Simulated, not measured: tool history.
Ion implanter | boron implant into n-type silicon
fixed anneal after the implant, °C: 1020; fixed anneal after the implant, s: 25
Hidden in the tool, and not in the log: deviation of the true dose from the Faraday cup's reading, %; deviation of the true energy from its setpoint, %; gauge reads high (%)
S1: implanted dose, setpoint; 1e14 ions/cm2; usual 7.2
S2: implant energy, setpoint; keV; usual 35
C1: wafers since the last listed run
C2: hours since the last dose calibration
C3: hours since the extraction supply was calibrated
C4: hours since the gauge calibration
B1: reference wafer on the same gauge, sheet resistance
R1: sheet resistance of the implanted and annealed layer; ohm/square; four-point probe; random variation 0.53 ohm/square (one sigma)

| run | hour | S1 | S2 | C1 | C2 | C3 | C4 | B1 | R1 |
|---|---|---|---|---|---|---|---|---|---|
| 1 | 0 | 7.2 | 35 | 0 | 686.2 | 3967.7 | 59.7 | 179.05 | 145 |
| 2 | 7.9 | 8.21 | 32.5 | 276 | 694.1 | 3975.6 | 67.6 | 179.01 | 131.13 |
| 3 | 14.2 | 8.21 | 32.5 | 220 | 700.4 | 3981.9 | 73.9 | 178.96 | 131.05 |
| 4 | 22.7 | 8.21 | 32.5 | 297 | 708.9 | 3990.4 | 82.4 | 178.8 | 131.49 |
| 5 | 36.8 | 6.72 | 42.5 | 494 | 723 | 4004.5 | 96.5 | 179.08 | 149.98 |
| 6 | 51 | 6.72 | 42.5 | 497 | 737.2 | 4018.7 | 110.7 | 178.93 | 149.93 |
| 7 | 67.3 | 6.72 | 42.5 | 571 | 753.5 | 4035 | 127 | 179.04 | 150.28 |
| 8 | 77.9 | 7.2 | 35 | 371 | 764.1 | 4045.6 | 137.6 | 179.09 | 144.38 |
| 9 | 89.6 | 7.2 | 35 | 410 | 775.8 | 4057.3 | 149.3 | 178.92 | 143.97 |
| 10 | 99.4 | 7.2 | 35 | 343 | 785.6 | 4067.1 | 159.1 | 178.9 | 143.74 |
| 11 | 115.1 | 7.2 | 35 | 550 | 801.3 | 4082.8 | 174.8 | 178.98 | 143.55 |
| 12 | 123.4 | 7.2 | 35 | 290 | 809.6 | 4091.1 | 183.1 | 178.91 | 143.22 |
| 13 | 134.6 | 7.79 | 41 | 392 | 820.8 | 4102.3 | 194.3 | 178.87 | 132.52 |
| 14 | 164.5 | 7.2 | 35 | 1047 | 850.7 | 4132.2 | 224.2 | 179.01 | 144.39 |
| 15 | 170.7 | 5.5 | 29.5 | 217 | 856.9 | 4138.4 | 230.4 | 179.01 | 182.64 |
|  | 187 | Faraday cup replaced and dose calibrated |
| 16 | 188.1 | 6.16 | 39 | 329 | 1.1 | 4155.8 | 247.8 | 179.1 | 169.04 |
| 17 | 199.4 | 8.25 | 35 | 396 | 12.4 | 4167.1 | 259.1 | 179.06 | 136.22 |
| 18 | 214.9 | 7.2 | 24 | 543 | 27.9 | 4182.6 | 274.6 | 179.12 | 157 |
| 19 | 226.9 | 5.96 | 35 | 420 | 39.9 | 4194.6 | 286.6 | 178.9 | 177.17 |
| 20 | 237.7 | 8.78 | 28 | 378 | 50.7 | 4205.4 | 297.4 | 178.95 | 130.36 |
|  | 256.5 | gauge calibrated |
|  | 276.5 | extraction supply calibrated |
| 21 | 277 | 5.1 | 29 | 1096 | 90 | 0.5 | 20.5 | 179.04 | 205.8 |
| 22 | 303.6 | 8.34 | 26 | 932 | 116.6 | 27.1 | 47.1 | 179.24 | 136.44 |
| 23 | 317.7 | 7.2 | 35 | 494 | 130.7 | 41.2 | 61.2 | 179.08 | 151.78 |
| 24 | 333.2 | 5.85 | 28 | 543 | 146.2 | 56.7 | 76.7 | 179.07 | 183.98 |
| 25 | 350 | 5.1 | 29 | 588 | 163 | 73.5 | 93.5 | 179 | 203.14 |

5 ways to go on from here, each from the tool as it stands after run 25. What would each give?
| A | 350.4 | 7.2 | 35 | 14 | 163.4 | 73.9 | 93.9 | ? | ? |
| B | 350.4 | 7.2 | 41.5 | 14 | 163.4 | 73.9 | 93.9 | ? | ? |
| C | 350.4 | 7.2 | 46 | 14 | 163.4 | 73.9 | 93.9 | ? | ? |
| D | 350.4 | 9.19 | 35 | 14 | 163.4 | 73.9 | 93.9 | ? | ? |
| E | 350.4 | 5.81 | 40 | 14 | 163.4 | 73.9 | 93.9 | ? | ? |

| run | B1 | R1 |
|---|---|---|
| A | 178.89 | 151.26 |
| B | 178.89 | 149.01 |
| C | 178.89 | 147.71 |
| D | 178.89 | 123.82 |
| E | 178.89 | 177.9 |
Without the tool's hidden state the same runs would have given:
| run | R1 |
|---|---|
| A | 151.42 |
| B | 149.16 |
| C | 147.86 |
| D | 123.94 |
| E | 178.08 |
